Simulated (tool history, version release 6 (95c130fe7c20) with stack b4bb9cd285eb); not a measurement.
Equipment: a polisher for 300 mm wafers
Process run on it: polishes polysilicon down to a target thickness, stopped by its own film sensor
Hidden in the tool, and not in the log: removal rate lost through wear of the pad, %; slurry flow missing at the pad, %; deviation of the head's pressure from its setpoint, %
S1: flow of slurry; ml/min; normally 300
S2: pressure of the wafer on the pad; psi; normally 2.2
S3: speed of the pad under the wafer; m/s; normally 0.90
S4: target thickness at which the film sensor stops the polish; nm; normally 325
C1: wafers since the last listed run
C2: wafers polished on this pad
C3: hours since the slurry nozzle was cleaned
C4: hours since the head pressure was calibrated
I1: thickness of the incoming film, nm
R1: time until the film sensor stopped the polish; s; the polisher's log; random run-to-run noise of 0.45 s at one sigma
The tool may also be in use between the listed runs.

{"run": 1, "day": 0.0, "S1": 300, "S2": 1.6, "S3": 0.9, "S4": 325, "C1": 0, "C2": 1265, "C3": 158.9, "C4": 1312.2, "I1": 719.0, "R1": 83.1}
{"run": 2, "day": 0.454, "S1": 365, "S2": 2.4, "S3": 0.9, "S4": 325, "C1": 179, "C2": 1445, "C3": 169.8, "C4": 1323.1, "I1": 706.8, "R1": 56.1}
{"day": 1.004, "done": "worn pad replaced by a new one"}
{"run": 3, "day": 1.075, "S1": 365, "S2": 2.4, "S3": 0.9, "S4": 325, "C1": 179, "C2": 27, "C3": 184.7, "C4": 1338.0, "I1": 703.9, "R1": 55.3}
{"run": 4, "day": 2.967, "S1": 365, "S2": 2.4, "S3": 0.9, "S4": 325, "C1": 746, "C2": 774, "C3": 230.1, "C4": 1383.4, "I1": 705.5, "R1": 57.1}
{"day": 3.546, "done": "slurry nozzle cleaned"}
{"run": 5, "day": 3.704, "S1": 300, "S2": 2.2, "S3": 0.98, "S4": 325, "C1": 274, "C2": 1049, "C3": 3.8, "C4": 1401.1, "I1": 696.5, "R1": 54.5}
{"day": 4.408, "done": "head pressure recalibrated"}
{"run": 6, "day": 4.429, "S1": 300, "S2": 2.2, "S3": 0.98, "S4": 325, "C1": 253, "C2": 1302, "C3": 21.2, "C4": 0.5, "I1": 711.2, "R1": 50.2}
{"run": 7, "day": 4.95, "S1": 300, "S2": 2.2, "S3": 0.98, "S4": 325, "C1": 205, "C2": 1507, "C3": 33.7, "C4": 13.0, "I1": 713.9, "R1": 51.3}
{"run": 8, "day": 5.371, "S1": 300, "S2": 2.2, "S3": 0.9, "S4": 325, "C1": 166, "C2": 1674, "C3": 43.8, "C4": 23.1, "I1": 725.0, "R1": 57.2}
{"day": 6.038, "done": "worn pad replaced by a new one"}
{"run": 9, "day": 6.458, "S1": 300, "S2": 2.2, "S3": 0.9, "S4": 325, "C1": 363, "C2": 165, "C3": 69.9, "C4": 49.2, "I1": 708.7, "R1": 55.2}
{"run": 10, "day": 6.762, "S1": 300, "S2": 2.2, "S3": 0.9, "S4": 325, "C1": 120, "C2": 285, "C3": 77.2, "C4": 56.5, "I1": 698.5, "R1": 54.1}
{"run": 11, "day": 7.288, "S1": 300, "S2": 2.2, "S3": 0.9, "S4": 325, "C1": 207, "C2": 492, "C3": 89.8, "C4": 69.1, "I1": 706.6, "R1": 54.8}
{"run": 12, "day": 7.812, "S1": 300, "S2": 2.2, "S3": 0.9, "S4": 325, "C1": 207, "C2": 700, "C3": 102.4, "C4": 81.7, "I1": 700.3, "R1": 53.7}
{"run": 13, "day": 8.225, "S1": 300, "S2": 2.2, "S3": 0.9, "S4": 325, "C1": 162, "C2": 863, "C3": 112.3, "C4": 91.6, "I1": 693.9, "R1": 54.0}
{"run": 14, "day": 8.496, "S1": 300, "S2": 2.2, "S3": 0.9, "S4": 325, "C1": 106, "C2": 969, "C3": 118.8, "C4": 98.1, "I1": 711.5, "R1": 55.7}
{"run": 15, "day": 8.917, "S1": 300, "S2": 2.2, "S3": 1.12, "S4": 325, "C1": 166, "C2": 1136, "C3": 128.9, "C4": 108.2, "I1": 710.4, "R1": 45.2}
{"run": 16, "day": 9.654, "S1": 405, "S2": 1.7, "S3": 0.68, "S4": 325, "C1": 291, "C2": 1427, "C3": 146.6, "C4": 125.9, "I1": 702.9, "R1": 88.9}
{"day": 10.092, "done": "worn pad replaced by a new one"}
{"run": 17, "day": 10.342, "S1": 230, "S2": 2.2, "S3": 0.9, "S4": 325, "C1": 205, "C2": 98, "C3": 163.1, "C4": 142.4, "I1": 712.4, "R1": 59.0}
{"run": 18, "day": 10.6, "S1": 365, "S2": 2.4, "S3": 0.9, "S4": 325, "C1": 101, "C2": 200, "C3": 169.3, "C4": 148.6, "I1": 723.9, "R1": 53.2}
{"run": 19, "day": 11.342, "S1": 300, "S2": 2.2, "S3": 0.9, "S4": 325, "C1": 292, "C2": 492, "C3": 187.1, "C4": 166.4, "I1": 702.5, "R1": 56.1}
{"run": 20, "day": 11.625, "S1": 365, "S2": 2.4, "S3": 0.9, "S4": 325, "C1": 111, "C2": 604, "C3": 193.9, "C4": 173.2, "I1": 699.5, "R1": 50.3}
{"run": 21, "day": 12.0, "S1": 395, "S2": 2.2, "S3": 1.18, "S4": 399, "C1": 148, "C2": 752, "C3": 202.9, "C4": 182.2, "I1": 694.6, "R1": 32.9}
{"run": 22, "day": 12.317, "S1": 340, "S2": 2.2, "S3": 1.08, "S4": 325, "C1": 124, "C2": 877, "C3": 210.5, "C4": 189.8, "I1": 711.6, "R1": 47.8}
{"run": 23, "day": 12.838, "S1": 300, "S2": 1.9, "S3": 0.9, "S4": 325, "C1": 205, "C2": 1083, "C3": 223.0, "C4": 202.3, "I1": 708.4, "R1": 66.9}
{"run": 24, "day": 13.579, "S1": 210, "S2": 2.2, "S3": 0.9, "S4": 325, "C1": 292, "C2": 1376, "C3": 240.8, "C4": 220.1, "I1": 708.5, "R1": 63.5}
{"run": 25, "day": 13.938, "S1": 300, "S2": 2.2, "S3": 0.64, "S4": 404, "C1": 141, "C2": 1517, "C3": 249.4, "C4": 228.7, "I1": 703.5, "R1": 65.6}
{"day": 14.2, "done": "worn pad replaced by a new one"}
{"run": 26, "day": 14.242, "S1": 300, "S2": 2.2, "S3": 0.78, "S4": 244, "C1": 54, "C2": 15, "C3": 256.7, "C4": 236.0, "I1": 698.9, "R1": 83.5}
{"day": 14.596, "done": "slurry nozzle cleaned"}
{"run": 27, "day": 14.892, "S1": 300, "S2": 2.2, "S3": 0.9, "S4": 325, "C1": 240, "C2": 256, "C3": 7.1, "C4": 251.6, "I1": 703.3, "R1": 54.6}
{"run": 28, "day": 15.592, "S1": 300, "S2": 2.2, "S3": 0.74, "S4": 325, "C1": 276, "C2": 532, "C3": 23.9, "C4": 268.4, "I1": 701.8, "R1": 66.0}
{"run": 29, "day": 15.979, "S1": 300, "S2": 2.2, "S3": 0.9, "S4": 216, "C1": 152, "C2": 685, "C3": 33.2, "C4": 277.7, "I1": 718.1, "R1": 73.3}
{"run": 30, "day": 16.279, "S1": 300, "S2": 2.2, "S3": 0.9, "S4": 325, "C1": 118, "C2": 803, "C3": 40.4, "C4": 284.9, "I1": 711.9, "R1": 56.6}
{"run": 31, "day": 16.942, "S1": 350, "S2": 2.6, "S3": 0.72, "S4": 229, "C1": 261, "C2": 1065, "C3": 56.3, "C4": 300.8, "I1": 699.0, "R1": 71.4}
{"run": 32, "day": 17.308, "S1": 300, "S2": 2.2, "S3": 0.9, "S4": 325, "C1": 144, "C2": 1209, "C3": 65.1, "C4": 309.6, "I1": 700.2, "R1": 54.2}
{"run": 33, "day": 17.608, "S1": 355, "S2": 2.2, "S3": 0.9, "S4": 372, "C1": 118, "C2": 1328, "C3": 72.3, "C4": 316.8, "I1": 720.1, "R1": 49.6}
{"day": 18.112, "done": "worn pad replaced by a new one"}
{"run": 34, "day": 18.288, "S1": 300, "S2": 2.2, "S3": 0.9, "S4": 325, "C1": 202, "C2": 69, "C3": 88.6, "C4": 333.1, "I1": 721.0, "R1": 58.4}
{"run": 35, "day": 18.633, "S1": 300, "S2": 2.9, "S3": 1.14, "S4": 325, "C1": 136, "C2": 205, "C3": 96.9, "C4": 341.4, "I1": 716.6, "R1": 34.8}
{"run": 36, "day": 18.908, "S1": 400, "S2": 2.2, "S3": 0.9, "S4": 325, "C1": 108, "C2": 314, "C3": 103.5, "C4": 348.0, "I1": 710.6, "R1": 55.3}
{"run": 37, "day": 19.412, "S1": 300, "S2": 2.2, "S3": 0.62, "S4": 325, "C1": 199, "C2": 513, "C3": 115.6, "C4": 360.1, "I1": 709.6, "R1": 82.7}

Predict each of these 4 candidate next runs independently; none follows another, all start after run 37:
{"run": "A", "day": 19.429, "S1": 300, "S2": 2.2, "S3": 0.9, "S4": 325, "C1": 6, "C2": 519, "C3": 116.0, "C4": 360.5, "I1": 723.6, "R1": "?"}
{"run": "B", "day": 19.429, "S1": 235, "S2": 2.6, "S3": 0.9, "S4": 325, "C1": 6, "C2": 519, "C3": 116.0, "C4": 360.5, "I1": 723.6, "R1": "?"}
{"run": "C", "day": 19.429, "S1": 400, "S2": 2.6, "S3": 0.9, "S4": 325, "C1": 6, "C2": 519, "C3": 116.0, "C4": 360.5, "I1": 723.6, "R1": "?"}
{"run": "D", "day": 19.429, "S1": 240, "S2": 2.2, "S3": 0.9, "S4": 325, "C1": 6, "C2": 519, "C3": 116.0, "C4": 360.5, "I1": 723.6, "R1": "?"}

run=A R1=58.6
run=B R1=51.8
run=C R1=48.9
run=D R1=60.3
The same runs, with their run-to-run variation unchanged, on a tool lacking any hidden condition would have given:
run=A R1=56.0
run=B R1=49.4
run=C R1=46.9
run=D R1=57.5
